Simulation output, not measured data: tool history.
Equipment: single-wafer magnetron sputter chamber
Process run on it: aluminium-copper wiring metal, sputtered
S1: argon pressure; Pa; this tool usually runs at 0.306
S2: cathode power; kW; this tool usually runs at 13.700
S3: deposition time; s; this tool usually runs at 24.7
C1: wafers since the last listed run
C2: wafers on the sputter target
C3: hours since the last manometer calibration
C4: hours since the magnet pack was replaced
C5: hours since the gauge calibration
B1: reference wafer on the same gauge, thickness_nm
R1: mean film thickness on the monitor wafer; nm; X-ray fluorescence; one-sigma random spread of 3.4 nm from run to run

run,hour,S1,S2,S3,C1,C2,C3,C4,C5,B1,R1
1,0.0,0.306,13.700,26.0,0,3145,1580.7,3366.7,1380.9,634.710,685.389
2,34.6,0.306,13.700,24.7,990,4135,1615.3,3401.3,1415.5,634.227,647.066
3,96.3,0.359,13.700,24.7,1765,5901,1677.0,3463.0,1477.2,634.045,625.776
4,125.4,0.359,13.700,24.7,832,6733,1706.1,3492.1,1506.3,634.731,622.266
5,173.5,0.306,13.700,24.7,1376,8110,1754.2,3540.2,1554.4,633.082,650.487
6,210.7,0.306,13.700,24.7,1064,9174,1791.4,3577.4,1591.6,634.299,639.250
7,241.9,0.306,13.700,24.7,892,10067,1822.6,3608.6,1622.8,633.620,640.182
# hour 265.4: sputter target and shields replaced
8,272.5,0.306,13.700,24.7,646,201,1853.2,3639.2,1653.4,634.808,657.547
9,342.6,0.217,13.700,24.7,2005,2207,1923.3,3709.3,1723.5,634.251,682.747
# hour 479.4: capacitance manometer re-zeroed and calibrated
10,479.9,0.217,13.700,24.7,3699,5907,0.5,3846.6,1860.8,634.075,662.271
11,660.9,0.306,13.700,24.7,5179,11087,181.5,4027.6,2041.8,635.207,623.160
# hour 686.5: gauge calibrated
12,687.3,0.306,13.700,24.7,755,11842,207.9,4054.0,0.8,633.467,622.797
# hour 699.1: sputter target and shields replaced
13,713.5,0.306,11.000,24.7,520,412,234.1,4080.2,27.0,633.304,517.563
14,763.3,0.306,13.700,26.9,1425,1837,283.9,4130.0,76.8,633.246,701.927
15,821.0,0.306,13.700,26.9,1651,3488,341.6,4187.7,134.5,633.135,692.573
16,871.6,0.237,13.700,24.7,1447,4936,392.2,4238.3,185.1,633.282,668.226
17,911.4,0.306,11.700,27.1,1138,6074,432.0,4278.1,224.9,633.924,593.802
18,972.8,0.306,13.700,27.2,1756,7831,493.4,4339.5,286.3,633.320,703.243
# hour 1009.0: magnet pack replaced
19,1026.0,0.306,13.700,24.7,1293,9125,546.6,17.0,339.5,634.380,635.780
# hour 1058.9: sputter target and shields replaced
20,1068.4,0.206,12.450,19.9,984,270,589.0,59.4,381.9,635.176,500.168
21,1128.1,0.306,16.300,24.7,1708,1978,648.7,119.1,441.6,634.023,764.498
22,1153.4,0.306,14.900,24.7,723,2702,674.0,144.4,466.9,633.843,698.661
23,1259.0,0.306,10.800,26.9,3021,5724,779.6,250.0,572.5,633.838,552.968
24,1323.6,0.306,13.700,24.7,1848,7573,844.2,314.6,637.1,631.857,635.064
25,1368.1,0.384,12.250,20.1,1273,8846,888.7,359.1,681.6,634.336,442.418
26,1425.1,0.306,13.700,24.7,1631,10477,945.7,416.1,738.6,635.157,625.595
# hour 1466.2: sputter target and shields replaced
27,1471.4,0.306,13.700,20.7,1095,150,992.0,462.4,784.9,633.540,555.056
28,1536.1,0.306,13.700,24.7,1851,2001,1056.7,527.1,849.6,633.489,651.986
29,1594.3,0.184,11.800,22.8,1665,3666,1114.9,585.3,907.8,633.392,549.627
30,1622.5,0.351,11.350,22.4,806,4473,1143.1,613.5,936.0,635.198,479.921
31,1677.5,0.306,13.700,28.4,1573,6047,1198.1,668.5,991.0,633.518,741.804
32,1735.4,0.306,13.700,24.7,1656,7704,1256.0,726.4,1048.9,633.727,641.337
33,1781.9,0.306,13.700,26.5,1330,9034,1302.5,772.9,1095.4,633.928,685.209

What differs in the tool's unlogged condition from the final listed run ahead of each entry between runs to the first listed run following it?
In the gap between runs 7 and 8: sputter target and shields replaced (hour 265.4)
  deposition rate above that of a new target (%): -3.23 -> -0.485; true argon pressure above the setpoint (%): -14.2 -> -14.3
  difference, measured minus the result without the unlogged condition, R1: -4.491 -> +13.682 nm
In the gap between runs 9 and 10: capacitance manometer re-zeroed and calibrated (hour 479.4)
  deposition rate above that of a new target (%): -1.08 -> -2.26; true argon pressure above the setpoint (%): -14.4 -> 0.377
  difference, measured minus the result without the unlogged condition, R1: +4.822 -> -15.617 nm
In the gap between runs 11 and 12: gauge calibrated (hour 686.5)
  deposition rate above that of a new target (%): -3.8 -> -4.03; true argon pressure above the setpoint (%): -3.3 -> -3.75
  difference, measured minus the result without the unlogged condition, R1: -20.798 -> -21.762 nm
In the gap between runs 12 and 13: sputter target and shields replaced (hour 699.1)
  deposition rate above that of a new target (%): -4.03 -> -0.279; true argon pressure above the setpoint (%): -3.75 -> -4.19
  difference, measured minus the result without the unlogged condition, R1: -21.762 -> +2.476 nm
In the gap between runs 18 and 19: magnet pack replaced (hour 1009.0)
  deposition rate above that of a new target (%): -2.49 -> -2.95; true argon pressure above the setpoint (%): -7.73 -> -8.31
  difference, measured minus the result without the unlogged condition, R1: -7.963 -> -9.537 nm
In the gap between runs 19 and 20: sputter target and shields replaced (hour 1058.9)
  deposition rate above that of a new target (%): -2.95 -> -0.826; true argon pressure above the setpoint (%): -8.31 -> -8.73
  difference, measured minus the result without the unlogged condition, R1: -9.537 -> +1.006 nm
In the gap between runs 26 and 27: sputter target and shields replaced (hour 1466.2)
  deposition rate above that of a new target (%): -3.87 -> -0.0624; true argon pressure above the setpoint (%): -11.4 -> -11.7
  difference, measured minus the result without the unlogged condition, R1: -11.845 -> +11.318 nm
